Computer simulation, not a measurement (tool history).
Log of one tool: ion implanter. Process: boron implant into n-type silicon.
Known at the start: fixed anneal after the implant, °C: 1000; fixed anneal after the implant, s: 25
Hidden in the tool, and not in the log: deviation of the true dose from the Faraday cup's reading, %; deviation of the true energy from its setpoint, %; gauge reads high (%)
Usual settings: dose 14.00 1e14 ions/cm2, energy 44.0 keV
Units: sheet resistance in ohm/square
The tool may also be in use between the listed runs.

run,hour,dose,energy,wafers since the last listed run,hours since the last dose calibration,hours since the extraction supply was calibrated,hours since the gauge calibration,"read-back reference wafer on the same gauge, sheet resistance",sheet resistance
1,0.0,14.00,44.0,0,910.6,3799.5,120.9,66.87,81.40
2,72.9,14.00,44.0,1130,983.5,3872.4,193.8,66.46,81.95
3,115.7,14.00,44.0,663,1026.3,3915.2,236.6,66.33,81.61
4,186.5,14.00,35.5,1097,1097.1,3986.0,307.4,66.12,81.48
5,286.1,14.00,35.5,1543,1196.7,4085.6,407.0,65.99,82.50
6,344.1,14.00,35.5,899,1254.7,4143.6,465.0,65.90,81.73
7,444.6,14.00,44.0,1557,1355.2,4244.1,565.5,65.70,80.44
# hour 488.4: extraction supply calibrated
8,534.5,14.00,44.0,1269,1445.1,46.1,655.4,65.73,80.67
9,595.3,14.00,44.0,942,1505.9,106.9,716.2,65.65,79.98
# hour 631.6: gauge calibrated
10,659.6,14.00,44.0,996,1570.2,171.2,28.0,67.53,83.39
11,697.6,11.90,57.0,589,1608.2,209.2,66.0,67.23,93.64
12,750.3,17.99,48.5,816,1660.9,261.9,118.7,67.05,66.97
13,848.7,12.91,55.0,1525,1759.3,360.3,217.1,66.56,85.69
# hour 898.8: Faraday cup replaced and dose calibrated
14,899.3,16.28,44.0,660,0.5,410.9,267.7,66.42,72.41
15,946.0,15.40,56.0,723,47.2,457.6,314.4,66.31,74.46
16,1042.4,11.94,39.5,1494,143.6,554.0,410.8,66.05,92.49
17,1149.8,14.00,44.0,1664,251.0,661.4,518.2,65.93,80.79
18,1193.8,14.00,44.0,682,295.0,705.4,562.2,65.90,81.75
19,1269.4,16.62,38.0,1171,370.6,781.0,637.8,65.78,71.14

Forecast each of these 5 alternatives for the next run:
A,1269.8,14.00,44.0,6,371.0,781.4,638.2,?,?
B,1269.8,10.11,54.0,6,371.0,781.4,638.2,?,?
C,1269.8,16.39,33.5,6,371.0,781.4,638.2,?,?
D,1269.8,12.05,32.5,6,371.0,781.4,638.2,?,?
E,1269.8,14.00,57.5,6,371.0,781.4,638.2,?,?

run,"read-back reference wafer on the same gauge, sheet resistance",sheet resistance
A,65.79,80.42
B,65.79,103.86
C,65.79,72.45
D,65.79,92.30
E,65.79,79.33
Without the tool's hidden state the same runs would have given:
run,sheet resistance
A,82.62
B,106.71
C,74.44
D,94.83
E,81.51
